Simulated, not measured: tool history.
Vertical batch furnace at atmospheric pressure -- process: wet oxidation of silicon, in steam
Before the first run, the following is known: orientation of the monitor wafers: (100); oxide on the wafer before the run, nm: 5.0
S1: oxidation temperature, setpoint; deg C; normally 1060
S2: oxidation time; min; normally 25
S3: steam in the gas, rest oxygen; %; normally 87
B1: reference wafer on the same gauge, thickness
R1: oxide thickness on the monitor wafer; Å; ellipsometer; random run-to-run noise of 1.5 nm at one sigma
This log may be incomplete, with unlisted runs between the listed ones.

run	hour	S1	S2	S3	B1	R1
1	0	1060	25	87	385.59	3291.5
2	76.1	1060	25	87	386.16	3314.7
3	168.5	1060	25	87	386.02	3295.5
4	300.2	1060	25	87	386.33	3299.3
5	355.4	1072	25	87	386.3	3543.1
6	391.9	1060	25	87	385.34	3286.3
7	443.1	1060	25	87	385.7	3290
8	531	1060	25	87	385.05	3283.8
9	599.1	1060	25	87	386.58	3308.8
# hour 662.8: gauge calibrated
10	692.3	1060	25	87	385.83	3284.9
11	983.3	1060	25	87	386.93	3340.1
12	1034	1047	25	87	386.19	3049.9
13	1073.8	1047	25	87	386.14	3046
# hour 1133.6: steam generator serviced
14	1134.1	1037	20.5	96	385.75	2816.8
15	1176.9	1060	37	87	385.57	4432.7
16	1237.8	1084	18.5	84	386.11	3207
17	1279.7	1069	25	97	386.39	3884.3
18	1340.9	1052	28.5	83	386.27	3490.3
19	1421.5	1060	25	87	386.73	3464.5
# hour 1488.3: thermocouples replaced and temperature profile calibrated
20	1488.8	1060	33	92	386.39	4149.1
21	1558	1044	22	92	386.41	2865.9
22	1736.3	1060	25	82	386.81	3230.8
23	1820.5	1060	25	87	386.82	3303.1
24	1906.7	1060	25	87	385.52	3324.8
# hour 1910.9: gauge calibrated
25	1997.2	1052	28.5	83	385.86	3307.7
26	2099.8	1060	34	76	385.51	3701.2

Branching from run 26: 3 alternative next runs. What would each branch give?
A	2103.5	1060	25	77	?	?
B	2103.5	1060	21.5	87	?	?
C	2103.5	1053	25	77	?	?

run	B1	R1
A	385.31	3063.2
B	385.31	3006.2
C	385.31	2924.4
Had the tool no hidden state, the same runs would have come out as:
run	R1
A	3163.2
B	3104.6
C	3021.4
